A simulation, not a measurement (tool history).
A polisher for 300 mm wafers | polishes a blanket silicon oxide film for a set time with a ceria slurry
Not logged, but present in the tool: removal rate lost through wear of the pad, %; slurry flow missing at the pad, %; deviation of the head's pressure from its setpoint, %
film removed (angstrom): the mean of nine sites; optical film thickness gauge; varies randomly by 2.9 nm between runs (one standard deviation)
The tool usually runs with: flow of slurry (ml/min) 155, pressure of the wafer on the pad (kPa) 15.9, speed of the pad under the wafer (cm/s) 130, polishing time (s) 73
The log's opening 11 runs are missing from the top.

run	hour	flow of slurry (ml/min)	pressure of the wafer on the pad (kPa)	speed of the pad under the wafer (cm/s)	polishing time (s)	wafers since the last listed run	wafers polished on this pad	hours since the slurry nozzle was cleaned	hours since the head pressure was calibrated	incoming thickness of the incoming film, nm	film removed (angstrom)
12	1038.2	155	15.9	130	73	908	4482	473.4	327.8	1080.5	2658
13	1088.3	155	15.9	130	73	453	4935	523.5	377.9	1063.7	2583
# hour 1160.0: worn pad replaced by a new one
# hour 1204.3: slurry nozzle cleaned
14	1373.0	155	15.9	130	84	2532	1919	168.7	662.6	1085.2	3017
15	1427.7	155	15.9	130	84	495	2415	223.4	717.3	1059.3	2986
16	1518.8	155	17.9	130	73	824	3239	314.5	808.4	1072.6	2870
17	1587.4	155	15.9	96	73	621	3861	383.1	877.0	1070.1	1915
# hour 1648.9: head pressure recalibrated
18	1687.5	155	15.9	96	73	888	4749	483.2	38.6	1058.0	2009
# hour 1733.0: worn pad replaced by a new one
# hour 1794.5: slurry nozzle cleaned
19	1861.3	180	13.1	168	73	1528	1152	66.8	212.4	1072.6	3193
20	1943.0	155	15.9	130	73	739	1892	148.5	294.1	1073.6	2687
21	2006.0	190	15.9	130	73	570	2462	211.5	357.1	1057.2	2727
22	2101.4	125	19.3	170	50	863	3326	306.9	452.5	1072.4	2602
23	2191.4	155	15.9	130	73	814	4141	396.9	542.5	1059.6	2601
24	2268.9	155	20.0	156	73	701	4843	474.4	620.0	1058.4	3701
25	2344.5	155	15.9	130	73	684	5527	550.0	695.6	1051.9	2523
# hour 2412.3: worn pad replaced by a new one
26	2448.8	100	18.6	88	65	908	330	654.3	799.9	1077.7	1503
# hour 2471.0: head pressure recalibrated
# hour 2543.6: slurry nozzle cleaned
27	2599.3	130	15.9	104	73	1335	1665	55.7	128.3	1061.1	2218
28	2693.5	155	15.9	130	73	852	2518	149.9	222.5	1061.3	2822
29	2743.6	155	15.9	130	73	453	2972	200.0	272.6	1052.3	2780
30	2824.6	185	15.9	130	56	733	3705	281.0	353.6	1071.7	2163
31	2873.9	100	14.5	112	83	446	4152	330.3	402.9	1074.1	2153
32	2918.1	200	15.9	130	58	400	4552	374.5	447.1	1061.3	2245
33	3018.7	155	15.9	130	54	910	5463	475.1	547.7	1062.9	1935
# hour 3103.3: worn pad replaced by a new one
34	3115.5	205	15.9	168	73	840	110	571.9	644.5	1050.1	3508
# hour 3142.3: slurry nozzle cleaned
35	3217.7	125	15.9	130	73	916	1026	75.4	746.7	1074.9	2584
36	3311.0	155	11.7	130	88	844	1871	168.7	840.0	1083.6	2543

Forecast each of these 4 alternatives for the next run:
A	3311.4	155	15.9	130	73	3	1875	169.1	840.4	1086.3	?
B	3311.4	125	11.0	90	51	3	1875	169.1	840.4	1086.3	?
C	3311.4	185	11.0	130	73	3	1875	169.1	840.4	1086.3	?
D	3311.4	180	12.4	130	58	3	1875	169.1	840.4	1086.3	?

run	film removed (angstrom)
A	2690
B	941
C	2109
D	1820
Take away the tool's hidden state, keep each run's random variation, and the runs would have read:
run	film removed (angstrom)
A	2994
B	1053
C	2339
D	2019
